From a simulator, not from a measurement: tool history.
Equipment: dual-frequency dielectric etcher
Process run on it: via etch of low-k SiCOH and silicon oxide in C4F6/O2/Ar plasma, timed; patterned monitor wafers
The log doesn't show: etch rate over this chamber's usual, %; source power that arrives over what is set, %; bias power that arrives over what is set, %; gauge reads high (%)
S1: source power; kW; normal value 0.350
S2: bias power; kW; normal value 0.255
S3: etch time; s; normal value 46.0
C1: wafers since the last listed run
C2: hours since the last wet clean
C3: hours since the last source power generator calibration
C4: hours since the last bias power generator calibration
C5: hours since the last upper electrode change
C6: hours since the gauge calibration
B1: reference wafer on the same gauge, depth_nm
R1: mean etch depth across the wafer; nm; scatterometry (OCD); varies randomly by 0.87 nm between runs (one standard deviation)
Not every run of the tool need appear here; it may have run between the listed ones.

| run | hour | S1 | S2 | S3 | C1 | C2 | C3 | C4 | C5 | C6 | B1 | R1 |
|---|---|---|---|---|---|---|---|---|---|---|---|---|
| 1 | 0.0 | 0.350 | 0.255 | 55.5 | 0 | 148.8 | 2024.7 | 1332.4 | 2296.5 | 108.2 | 133.7 | 165.6 |
| 2 | 20.5 | 0.350 | 0.235 | 53.0 | 319 | 169.3 | 2045.2 | 1352.9 | 2317.0 | 128.7 | 134.1 | 151.8 |
| 3 | 40.0 | 0.350 | 0.255 | 46.0 | 303 | 188.8 | 2064.7 | 1372.4 | 2336.5 | 148.2 | 134.1 | 135.2 |
| 4 | 57.4 | 0.350 | 0.255 | 50.0 | 270 | 206.2 | 2082.1 | 1389.8 | 2353.9 | 165.6 | 134.0 | 149.0 |
| 5 | 76.6 | 0.350 | 0.255 | 50.0 | 298 | 225.4 | 2101.3 | 1409.0 | 2373.1 | 184.8 | 134.1 | 147.0 |
| 6 | 100.6 | 0.350 | 0.255 | 50.0 | 373 | 249.4 | 2125.3 | 1433.0 | 2397.1 | 208.8 | 133.9 | 147.4 |
| 7 | 118.5 | 0.350 | 0.255 | 46.0 | 278 | 267.3 | 2143.2 | 1450.9 | 2415.0 | 226.7 | 134.1 | 134.9 |
| 8 | 134.2 | 0.350 | 0.255 | 46.0 | 244 | 283.0 | 2158.9 | 1466.6 | 2430.7 | 242.4 | 134.1 | 133.5 |
| 9 | 154.1 | 0.350 | 0.255 | 46.0 | 309 | 302.9 | 2178.8 | 1486.5 | 2450.6 | 262.3 | 133.9 | 136.0 |
| 10 | 239.7 | 0.300 | 0.255 | 46.0 | 1332 | 388.5 | 2264.4 | 1572.1 | 2536.2 | 347.9 | 133.9 | 129.0 |
|  | 250.7 | gauge calibrated |
| 11 | 254.0 | 0.400 | 0.255 | 46.0 | 222 | 402.8 | 2278.7 | 1586.4 | 2550.5 | 3.3 | 134.1 | 143.0 |
|  | 275.8 | bias power generator calibrated |
|  | 292.8 | wet clean of the chamber |
| 12 | 293.3 | 0.400 | 0.255 | 46.0 | 284 | 0.5 | 2318.0 | 17.5 | 2589.8 | 42.6 | 133.8 | 143.4 |
| 13 | 304.6 | 0.390 | 0.224 | 32.5 | 175 | 11.8 | 2329.3 | 28.8 | 2601.1 | 53.9 | 134.1 | 96.9 |
|  | 317.5 | source power generator calibrated |
| 14 | 323.3 | 0.280 | 0.255 | 46.0 | 228 | 30.5 | 5.8 | 47.5 | 2619.8 | 72.6 | 133.9 | 124.5 |
| 15 | 337.0 | 0.290 | 0.255 | 46.0 | 213 | 44.2 | 19.5 | 61.2 | 2633.5 | 86.3 | 134.1 | 125.1 |
| 16 | 352.2 | 0.280 | 0.255 | 52.5 | 236 | 59.4 | 34.7 | 76.4 | 2648.7 | 101.5 | 133.8 | 141.5 |
|  | 403.0 | upper electrode replaced |
| 17 | 403.5 | 0.310 | 0.255 | 60.0 | 425 | 110.7 | 86.0 | 127.7 | 0.5 | 152.8 | 134.0 | 169.9 |
| 18 | 415.5 | 0.310 | 0.235 | 55.0 | 186 | 122.7 | 98.0 | 139.7 | 12.5 | 164.8 | 133.9 | 151.3 |

Predict the results of run 19:
| 19 | 439.9 | 0.410 | 0.255 | 46.0 | 379 | 147.1 | 122.4 | 164.1 | 36.9 | 189.2 | ? | ? |

For run 19 the tool returned B1 133.9, R1 144.8 nm.
If the tool had no hidden condition, the same run with the same run-to-run variation would have returned R1 144.8 nm.
